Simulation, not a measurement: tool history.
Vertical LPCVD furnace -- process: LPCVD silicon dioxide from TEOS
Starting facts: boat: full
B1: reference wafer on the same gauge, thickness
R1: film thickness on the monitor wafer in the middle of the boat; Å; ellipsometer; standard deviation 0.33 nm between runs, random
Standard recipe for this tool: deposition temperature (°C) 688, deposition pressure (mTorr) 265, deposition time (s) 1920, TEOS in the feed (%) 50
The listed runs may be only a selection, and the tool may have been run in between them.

run 1 day=0 | deposition_temperature_(°C)=680 deposition_pressure_(mTorr)=265 deposition_time_(s)=1920 TEOS_in_the_feed_(%)=56 | B1=118.93 | R1=1267.5
run 2 day=0.483 | deposition_temperature_(°C)=688 deposition_pressure_(mTorr)=265 deposition_time_(s)=1920 TEOS_in_the_feed_(%)=50 | B1=118.98 | R1=1446.4
run 3 day=0.771 | deposition_temperature_(°C)=688 deposition_pressure_(mTorr)=265 deposition_time_(s)=1920 TEOS_in_the_feed_(%)=50 | B1=119.07 | R1=1453.4
run 4 day=1.029 | deposition_temperature_(°C)=679 deposition_pressure_(mTorr)=265 deposition_time_(s)=1920 TEOS_in_the_feed_(%)=50 | B1=119.01 | R1=1173.1
run 5 day=1.554 | deposition_temperature_(°C)=679 deposition_pressure_(mTorr)=265 deposition_time_(s)=1920 TEOS_in_the_feed_(%)=50 | B1=118.89 | R1=1172.3
run 6 day=2.229 | deposition_temperature_(°C)=691 deposition_pressure_(mTorr)=265 deposition_time_(s)=1920 TEOS_in_the_feed_(%)=50 | B1=118.92 | R1=1558.4
run 7 day=4.071 | deposition_temperature_(°C)=691 deposition_pressure_(mTorr)=265 deposition_time_(s)=1920 TEOS_in_the_feed_(%)=50 | B1=118.95 | R1=1549.5
run 8 day=4.342 | deposition_temperature_(°C)=691 deposition_pressure_(mTorr)=265 deposition_time_(s)=1920 TEOS_in_the_feed_(%)=50 | B1=119.04 | R1=1560.5
run 9 day=4.646 | deposition_temperature_(°C)=688 deposition_pressure_(mTorr)=285 deposition_time_(s)=1920 TEOS_in_the_feed_(%)=50 | B1=119.01 | R1=1512.3
run 10 day=6.154 | deposition_temperature_(°C)=688 deposition_pressure_(mTorr)=285 deposition_time_(s)=1920 TEOS_in_the_feed_(%)=50 | B1=119.01 | R1=1509.1
run 11 day=6.712 | deposition_temperature_(°C)=688 deposition_pressure_(mTorr)=285 deposition_time_(s)=1920 TEOS_in_the_feed_(%)=50 | B1=119.05 | R1=1505.6
run 12 day=7.046 | deposition_temperature_(°C)=688 deposition_pressure_(mTorr)=265 deposition_time_(s)=1920 TEOS_in_the_feed_(%)=50 | B1=119.01 | R1=1452.6
-- day=8.325 pressure gauge zeroed
-- day=8.788 TEOS flow controller replaced
run 13 day=8.808 | deposition_temperature_(°C)=688 deposition_pressure_(mTorr)=265 deposition_time_(s)=1920 TEOS_in_the_feed_(%)=50 | B1=118.97 | R1=1459.5
run 14 day=8.983 | deposition_temperature_(°C)=688 deposition_pressure_(mTorr)=285 deposition_time_(s)=1920 TEOS_in_the_feed_(%)=50 | B1=118.97 | R1=1502.4
run 15 day=9.154 | deposition_temperature_(°C)=691 deposition_pressure_(mTorr)=295 deposition_time_(s)=1470 TEOS_in_the_feed_(%)=56 | B1=118.99 | R1=1337
run 16 day=9.329 | deposition_temperature_(°C)=679 deposition_pressure_(mTorr)=265 deposition_time_(s)=1920 TEOS_in_the_feed_(%)=50 | B1=119.04 | R1=1175.3
run 17 day=9.504 | deposition_temperature_(°C)=688 deposition_pressure_(mTorr)=265 deposition_time_(s)=1470 TEOS_in_the_feed_(%)=44 | B1=119.06 | R1=1043.8
run 18 day=9.696 | deposition_temperature_(°C)=700 deposition_pressure_(mTorr)=265 deposition_time_(s)=1680 TEOS_in_the_feed_(%)=50 | B1=119.06 | R1=1684
-- day=11.092 thermocouples replaced and temperature profile calibrated
run 19 day=11.112 | deposition_temperature_(°C)=688 deposition_pressure_(mTorr)=265 deposition_time_(s)=2160 TEOS_in_the_feed_(%)=45 | B1=118.97 | R1=1412.1
run 20 day=11.283 | deposition_temperature_(°C)=688 deposition_pressure_(mTorr)=265 deposition_time_(s)=1920 TEOS_in_the_feed_(%)=50 | B1=118.98 | R1=1327
run 21 day=11.458 | deposition_temperature_(°C)=695 deposition_pressure_(mTorr)=265 deposition_time_(s)=1920 TEOS_in_the_feed_(%)=50 | B1=119.13 | R1=1562.8
run 22 day=12.046 | deposition_temperature_(°C)=688 deposition_pressure_(mTorr)=265 deposition_time_(s)=1920 TEOS_in_the_feed_(%)=50 | B1=119.01 | R1=1322.9
run 23 day=12.6 | deposition_temperature_(°C)=688 deposition_pressure_(mTorr)=265 deposition_time_(s)=1920 TEOS_in_the_feed_(%)=50 | B1=119.03 | R1=1319.5
-- day=12.775 gauge calibrated
run 24 day=13.154 | deposition_temperature_(°C)=688 deposition_pressure_(mTorr)=265 deposition_time_(s)=2670 TEOS_in_the_feed_(%)=59 | B1=118.94 | R1=1996.4
run 25 day=13.467 | deposition_temperature_(°C)=688 deposition_pressure_(mTorr)=265 deposition_time_(s)=2460 TEOS_in_the_feed_(%)=50 | B1=118.96 | R1=1706.2
run 26 day=14.158 | deposition_temperature_(°C)=698 deposition_pressure_(mTorr)=215 deposition_time_(s)=1920 TEOS_in_the_feed_(%)=50 | B1=119 | R1=1509.9
run 27 day=14.908 | deposition_temperature_(°C)=697 deposition_pressure_(mTorr)=265 deposition_time_(s)=1920 TEOS_in_the_feed_(%)=57 | B1=118.93 | R1=1754.9
run 28 day=15.45 | deposition_temperature_(°C)=688 deposition_pressure_(mTorr)=265 deposition_time_(s)=1920 TEOS_in_the_feed_(%)=50 | B1=118.93 | R1=1330.2
run 29 day=15.912 | deposition_temperature_(°C)=678 deposition_pressure_(mTorr)=240 deposition_time_(s)=1320 TEOS_in_the_feed_(%)=42 | B1=118.99 | R1=624.6
run 30 day=16.454 | deposition_temperature_(°C)=679 deposition_pressure_(mTorr)=290 deposition_time_(s)=2220 TEOS_in_the_feed_(%)=44 | B1=118.85 | R1=1218.2
run 31 day=16.996 | deposition_temperature_(°C)=688 deposition_pressure_(mTorr)=325 deposition_time_(s)=2250 TEOS_in_the_feed_(%)=58 | B1=118.99 | R1=1854.4

Give the tool's hidden conditions for every run:
true pressure minus gauge reading, mTorr: 0 on each run
deviation of the TEOS flow from its setpoint, %: 0 on each run
gauge reads high (%): 0 on each run
H1: true tube temperature minus thermocouple reading, K
run=1 H1=3.97
run=2 H1=3.98
run=3 H1=3.99
run=4 H1=4
run=5 H1=4.01
run=6 H1=4.03
run=7 H1=4.08
run=8 H1=4.09
run=9 H1=4.1
run=10 H1=4.14
run=11 H1=4.16
run=12 H1=4.17
run=13 H1=4.22
run=14 H1=4.22
run=15 H1=4.23
run=16 H1=4.23
run=17 H1=4.24
run=18 H1=4.24
run=19 H1=0.218
run=20 H1=0.223
run=21 H1=0.228
run=22 H1=0.244
run=23 H1=0.26
run=24 H1=0.276
run=25 H1=0.284
run=26 H1=0.304
run=27 H1=0.325
run=28 H1=0.341
run=29 H1=0.354
run=30 H1=0.369
run=31 H1=0.384
